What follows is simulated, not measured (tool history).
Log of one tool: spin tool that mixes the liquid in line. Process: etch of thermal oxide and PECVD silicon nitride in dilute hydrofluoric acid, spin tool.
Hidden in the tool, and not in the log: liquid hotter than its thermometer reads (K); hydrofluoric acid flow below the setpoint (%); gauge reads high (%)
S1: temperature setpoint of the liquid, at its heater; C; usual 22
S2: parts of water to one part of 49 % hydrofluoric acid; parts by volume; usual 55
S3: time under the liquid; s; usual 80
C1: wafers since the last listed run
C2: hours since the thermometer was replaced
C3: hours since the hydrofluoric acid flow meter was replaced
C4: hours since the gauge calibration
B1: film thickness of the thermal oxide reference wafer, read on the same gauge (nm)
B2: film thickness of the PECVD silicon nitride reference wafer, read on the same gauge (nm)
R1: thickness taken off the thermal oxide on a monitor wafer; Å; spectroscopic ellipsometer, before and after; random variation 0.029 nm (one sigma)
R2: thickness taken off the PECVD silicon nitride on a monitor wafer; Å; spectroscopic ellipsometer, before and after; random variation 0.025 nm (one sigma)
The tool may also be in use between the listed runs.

Run 1, hour 0: usual settings; C1 0; C2 2317.7; C3 515; C4 1647.4; B1 39.99; B2 99.96. Result: R1 71.4 Å, R2 76.2 Å.
Run 2, hour 51.5: usual settings; C1 435; C2 2369.2; C3 566.5; C4 1698.9; B1 39.97; B2 99.96. Result: R1 71.2 Å, R2 76.2 Å.
Run 3, hour 78.1: usual settings; C1 224; C2 2395.8; C3 593.1; C4 1725.5; B1 39.99; B2 100.02. Result: R1 70.8 Å, R2 76.3 Å.
Run 4, hour 130.6: usual settings; C1 443; C2 2448.3; C3 645.6; C4 1778; B1 40; B2 99.99. Result: R1 71.1 Å, R2 76.2 Å.
Run 5, hour 176.7: usual settings; C1 389; C2 2494.4; C3 691.7; C4 1824.1; B1 40.03; B2 100.02. Result: R1 71.3 Å, R2 76.1 Å.
Run 6, hour 214.7: usual settings but S1 24.5 C; C1 321; C2 2532.4; C3 729.7; C4 1862.1; B1 39.99; B2 99.99. Result: R1 79.4 Å, R2 90.2 Å.
Run 7, hour 284.8: usual settings but S2 45 parts by volume; C1 592; C2 2602.5; C3 799.8; C4 1932.2; B1 40.03; B2 99.99. Result: R1 88.5 Å, R2 92.6 Å.
Run 8, hour 343.8: usual settings but S1 19 C, S2 35 parts by volume, S3 120 s; C1 498; C2 2661.5; C3 858.8; C4 1991.2; B1 39.99; B2 100. Result: R1 151.5 Å, R2 143.4 Å.
Run 9, hour 380.4: usual settings but S1 20 C, S2 75 parts by volume; C1 309; C2 2698.1; C3 895.4; C4 2027.8; B1 39.99; B2 100.05. Result: R1 46.9 Å, R2 49.3 Å.
Run 10, hour 447.6: usual settings; C1 567; C2 2765.3; C3 962.6; C4 2095; B1 40; B2 100. Result: R1 71.1 Å, R2 75.9 Å.
Run 11, hour 485.6: usual settings but S2 40 parts by volume, S3 115 s; C1 321; C2 2803.3; C3 1000.6; C4 2133; B1 40.01; B2 100.01. Result: R1 143 Å, R2 149.5 Å.
At hour 487.5: gauge calibrated.
At hour 553.2: hydrofluoric acid flow meter replaced.
Run 12, hour 553.7: usual settings but S1 20 C, S2 80 parts by volume, S3 120 s; C1 566; C2 2871.4; C3 0.5; C4 66.2; B1 39.98; B2 99.98. Result: R1 65.7 Å, R2 69 Å.
Run 13, hour 608.7: usual settings but S1 26.5 C, S2 70 parts by volume, S3 50 s; C1 464; C2 2926.4; C3 55.5; C4 121.2; B1 40; B2 100.05. Result: R1 41.2 Å, R2 51 Å.
Run 14, hour 660.5: usual settings but S2 35 parts by volume; C1 437; C2 2978.2; C3 107.3; C4 173; B1 39.99; B2 99.99. Result: R1 115.1 Å, R2 117.8 Å.
Run 15, hour 710.4: usual settings but S2 40 parts by volume; C1 421; C2 3028.1; C3 157.2; C4 222.9; B1 39.96; B2 100.01. Result: R1 100.4 Å, R2 103.7 Å.
Run 16, hour 754.8: usual settings but S3 30 s; C1 375; C2 3072.5; C3 201.6; C4 267.3; B1 39.99; B2 99.98. Result: R1 26.6 Å, R2 28.4 Å.
At hour 792.6: thermometer replaced.
Run 17, hour 808: usual settings; C1 441; C2 15.4; C3 254.8; C4 320.5; B1 40.01; B2 99.99. Result: R1 71.4 Å, R2 76.1 Å.
Run 18, hour 871: usual settings but S1 19 C, S2 35 parts by volume, S3 120 s; C1 532; C2 78.4; C3 317.8; C4 383.5; B1 40.01; B2 100. Result: R1 150.8 Å, R2 143.4 Å.
Run 19, hour 928.2: usual settings but S1 19 C, S3 30 s; C1 483; C2 135.6; C3 375; C4 440.7; B1 40.01; B2 100.01. Result: R1 23.7 Å, R2 23.2 Å.
Run 20, hour 990.3: usual settings; C1 524; C2 197.7; C3 437.1; C4 502.8; B1 39.99; B2 100.04. Result: R1 70.8 Å, R2 75.9 Å.
Run 21, hour 1016.7: usual settings but S2 80 parts by volume, S3 130 s; C1 223; C2 224.1; C3 463.5; C4 529.2; B1 39.98; B2 99.99. Result: R1 76.4 Å, R2 85.9 Å.
Run 22, hour 1071.1: usual settings but S1 18.5 C; C1 459; C2 278.5; C3 517.9; C4 583.6; B1 40; B2 100.03. Result: R1 61.6 Å, R2 60 Å.
Run 23, hour 1134.5: usual settings but S2 25 parts by volume, S3 115 s; C1 535; C2 341.9; C3 581.3; C4 647; B1 40.01; B2 100.03. Result: R1 234.7 Å, R2 235.1 Å.
Run 24, hour 1182.2: usual settings but S1 18.5 C, S2 80 parts by volume, S3 100 s; C1 403; C2 389.6; C3 629; C4 694.7; B1 39.98; B2 100. Result: R1 51.5 Å, R2 52.1 Å.
Run 25, hour 1244.6: usual settings but S1 18 C, S2 65 parts by volume, S3 95 s; C1 527; C2 452; C3 691.4; C4 757.1; B1 40.02; B2 100.02. Result: R1 59.3 Å, R2 57.9 Å.
Run 26, hour 1301.6: usual settings but S2 80 parts by volume; C1 481; C2 509; C3 748.4; C4 814.1; B1 40.01; B2 100. Result: R1 47.3 Å, R2 52.7 Å.
Run 27, hour 1361.2: usual settings but S1 23.5 C, S2 80 parts by volume; C1 503; C2 568.6; C3 808; C4 873.7; B1 39.99; B2 100.05. Result: R1 50.6 Å, R2 58.5 Å.

Forecast each of these 3 alternatives for the next run:
Run A, hour 1361.6: usual settings; C1 3; C2 569; C3 808.4; C4 874.1; B1 ?; B2 ?. Result: R1 ?, R2 ?.
Run B, hour 1361.6: usual settings but S1 19.5 C, S2 75 parts by volume, S3 40 s; C1 3; C2 569; C3 808.4; C4 874.1; B1 ?; B2 ?. Result: R1 ?, R2 ?.
Run C, hour 1361.6: usual settings but S1 19 C, S2 40 parts by volume, S3 95 s; C1 3; C2 569; C3 808.4; C4 874.1; B1 ?; B2 ?. Result: R1 ?, R2 ?.

run     B1      B2     R1     R2
  A  39.99  100.02   71.5   76.3
  B  39.99  100.02     23   23.7
  C  39.99  100.02  104.6  100.3
Without the tool's hidden state the same runs would have given:
run     R1     R2
  A   71.5   76.3
  B     23   23.7
  C  104.6  100.3
